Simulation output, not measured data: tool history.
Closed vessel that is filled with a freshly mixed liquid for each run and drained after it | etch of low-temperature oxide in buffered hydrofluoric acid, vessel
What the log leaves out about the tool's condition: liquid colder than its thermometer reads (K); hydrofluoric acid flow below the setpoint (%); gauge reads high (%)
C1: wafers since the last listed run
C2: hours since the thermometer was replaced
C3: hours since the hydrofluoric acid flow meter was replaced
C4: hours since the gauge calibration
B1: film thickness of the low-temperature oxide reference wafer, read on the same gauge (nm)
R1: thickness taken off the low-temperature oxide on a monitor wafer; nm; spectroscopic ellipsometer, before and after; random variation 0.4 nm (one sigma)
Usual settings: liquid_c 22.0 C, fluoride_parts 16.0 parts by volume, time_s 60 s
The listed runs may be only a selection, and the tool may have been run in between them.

Run 1, hour 0.0: usual settings but fluoride_parts 18.5 parts by volume; C1 0; C2 719.5; C3 898.2; C4 202.5; B1 29.99. Result: R1 47.95 nm.
Run 2, hour 24.3: usual settings but time_s 80 s; C1 3271; C2 743.8; C3 922.5; C4 226.8; B1 30.03. Result: R1 73.58 nm.
Run 3, hour 44.5: usual settings but time_s 80 s; C1 2719; C2 764.0; C3 942.7; C4 247.0; B1 29.97. Result: R1 74.16 nm.
Run 4, hour 57.6: usual settings; C1 1763; C2 777.1; C3 955.8; C4 260.1; B1 29.99. Result: R1 55.03 nm.
Run 5, hour 88.9: usual settings; C1 4214; C2 808.4; C3 987.1; C4 291.4; B1 30.03. Result: R1 55.30 nm.
Run 6, hour 101.4: usual settings; C1 1683; C2 820.9; C3 999.6; C4 303.9; B1 30.00. Result: R1 55.63 nm.
Run 7, hour 125.8: usual settings but liquid_c 20.0 C; C1 3285; C2 845.3; C3 1024.0; C4 328.3; B1 29.96. Result: R1 48.97 nm.
Run 8, hour 144.4: usual settings; C1 2504; C2 863.9; C3 1042.6; C4 346.9; B1 30.04. Result: R1 54.98 nm.
Run 9, hour 160.7: usual settings; C1 2194; C2 880.2; C3 1058.9; C4 363.2; B1 29.99. Result: R1 54.74 nm.
Run 10, hour 195.1: usual settings but fluoride_parts 20.0 parts by volume; C1 4631; C2 914.6; C3 1093.3; C4 397.6; B1 30.00. Result: R1 44.66 nm.
Run 11, hour 212.0: usual settings but liquid_c 19.0 C; C1 2275; C2 931.5; C3 1110.2; C4 414.5; B1 29.96. Result: R1 46.59 nm.
Run 12, hour 228.5: usual settings; C1 2221; C2 948.0; C3 1126.7; C4 431.0; B1 30.04. Result: R1 54.30 nm.
Run 13, hour 261.4: usual settings but liquid_c 20.0 C, time_s 80 s; C1 4429; C2 980.9; C3 1159.6; C4 463.9; B1 30.00. Result: R1 65.93 nm.
Run 14, hour 284.5: usual settings but liquid_c 24.5 C; C1 3110; C2 1004.0; C3 1182.7; C4 487.0; B1 29.99. Result: R1 62.56 nm.
Run 15, hour 298.7: usual settings but liquid_c 20.0 C, fluoride_parts 21.5 parts by volume, time_s 30 s; C1 1911; C2 1018.2; C3 1196.9; C4 501.2; B1 30.01. Result: R1 19.06 nm.
At hour 306.2: gauge calibrated.
Run 16, hour 331.5: usual settings but liquid_c 19.5 C; C1 4416; C2 1051.0; C3 1229.7; C4 25.3; B1 30.02. Result: R1 47.37 nm.
Run 17, hour 347.6: usual settings but liquid_c 27.0 C, fluoride_parts 10.5 parts by volume, time_s 30 s; C1 2167; C2 1067.1; C3 1245.8; C4 41.4; B1 30.01. Result: R1 53.84 nm.
At hour 350.5: hydrofluoric acid flow meter replaced.
Run 18, hour 375.6: usual settings but liquid_c 18.5 C, fluoride_parts 20.0 parts by volume, time_s 90 s; C1 3635; C2 1095.1; C3 25.1; C4 69.4; B1 29.97. Result: R1 58.80 nm.
Run 19, hour 411.6: usual settings; C1 4847; C2 1131.1; C3 61.1; C4 105.4; B1 30.02. Result: R1 59.21 nm.
Run 20, hour 438.6: usual settings but liquid_c 18.5 C, fluoride_parts 20.5 parts by volume, time_s 95 s; C1 3635; C2 1158.1; C3 88.1; C4 132.4; B1 29.96. Result: R1 60.45 nm.
At hour 461.7: thermometer replaced.
Run 21, hour 469.5: usual settings; C1 4025; C2 7.8; C3 119.0; C4 163.3; B1 30.01. Result: R1 58.96 nm.
Run 22, hour 499.2: usual settings but fluoride_parts 14.0 parts by volume; C1 3998; C2 37.5; C3 148.7; C4 193.0; B1 29.99. Result: R1 67.09 nm.
Run 23, hour 584.2: usual settings but fluoride_parts 12.5 parts by volume; C1 11444; C2 122.5; C3 233.7; C4 278.0; B1 30.03. Result: R1 75.33 nm.
Run 24, hour 607.0: usual settings but liquid_c 25.5 C, fluoride_parts 20.0 parts by volume, time_s 85 s; C1 3069; C2 145.3; C3 256.5; C4 300.8; B1 30.02. Result: R1 80.48 nm.
Run 25, hour 637.0: usual settings but liquid_c 23.5 C, fluoride_parts 10.5 parts by volume, time_s 30 s; C1 4039; C2 175.3; C3 286.5; C4 330.8; B1 29.99. Result: R1 47.57 nm.
Run 26, hour 655.7: usual settings but liquid_c 19.5 C, fluoride_parts 12.5 parts by volume, time_s 70 s; C1 2517; C2 194.0; C3 305.2; C4 349.5; B1 29.98. Result: R1 74.78 nm.
Run 27, hour 671.6: usual settings but fluoride_parts 14.0 parts by volume; C1 2140; C2 209.9; C3 321.1; C4 365.4; B1 29.94. Result: R1 65.93 nm.
Run 28, hour 700.5: usual settings but liquid_c 20.5 C, fluoride_parts 22.5 parts by volume, time_s 75 s; C1 3891; C2 238.8; C3 350.0; C4 394.3; B1 30.01. Result: R1 49.16 nm.
Run 29, hour 735.1: usual settings but liquid_c 23.5 C, time_s 80 s; C1 4658; C2 273.4; C3 384.6; C4 428.9; B1 30.03. Result: R1 83.27 nm.
Run 30, hour 754.9: usual settings but liquid_c 20.5 C, fluoride_parts 17.5 parts by volume; C1 2665; C2 293.2; C3 404.4; C4 448.7; B1 30.00. Result: R1 49.07 nm.
Run 31, hour 785.4: usual settings; C1 4106; C2 323.7; C3 434.9; C4 479.2; B1 30.02. Result: R1 57.70 nm.
Run 32, hour 820.2: usual settings but liquid_c 18.0 C, fluoride_parts 17.5 parts by volume, time_s 35 s; C1 4685; C2 358.5; C3 469.7; C4 514.0; B1 29.97. Result: R1 24.72 nm.

Here are 4 independent what-if runs from the current tool condition. What would each one return?
Run A, hour 820.9: usual settings but time_s 85 s; C1 94; C2 359.2; C3 470.4; C4 514.7; B1 ?. Result: R1 ?.
Run B, hour 820.9: usual settings but liquid_c 20.5 C, fluoride_parts 18.5 parts by volume, time_s 45 s; C1 94; C2 359.2; C3 470.4; C4 514.7; B1 ?. Result: R1 ?.
Run C, hour 820.9: usual settings but time_s 75 s; C1 94; C2 359.2; C3 470.4; C4 514.7; B1 ?. Result: R1 ?.
Run D, hour 820.9: usual settings but time_s 35 s; C1 94; C2 359.2; C3 470.4; C4 514.7; B1 ?. Result: R1 ?.

run     B1     R1
  A  30.00  82.11
  B  30.00  34.65
  C  30.00  72.45
  D  30.00  33.81
Had the tool no hidden state, the same runs would have come out as:
run     R1
  A  85.14
  B  35.94
  C  75.13
  D  35.06
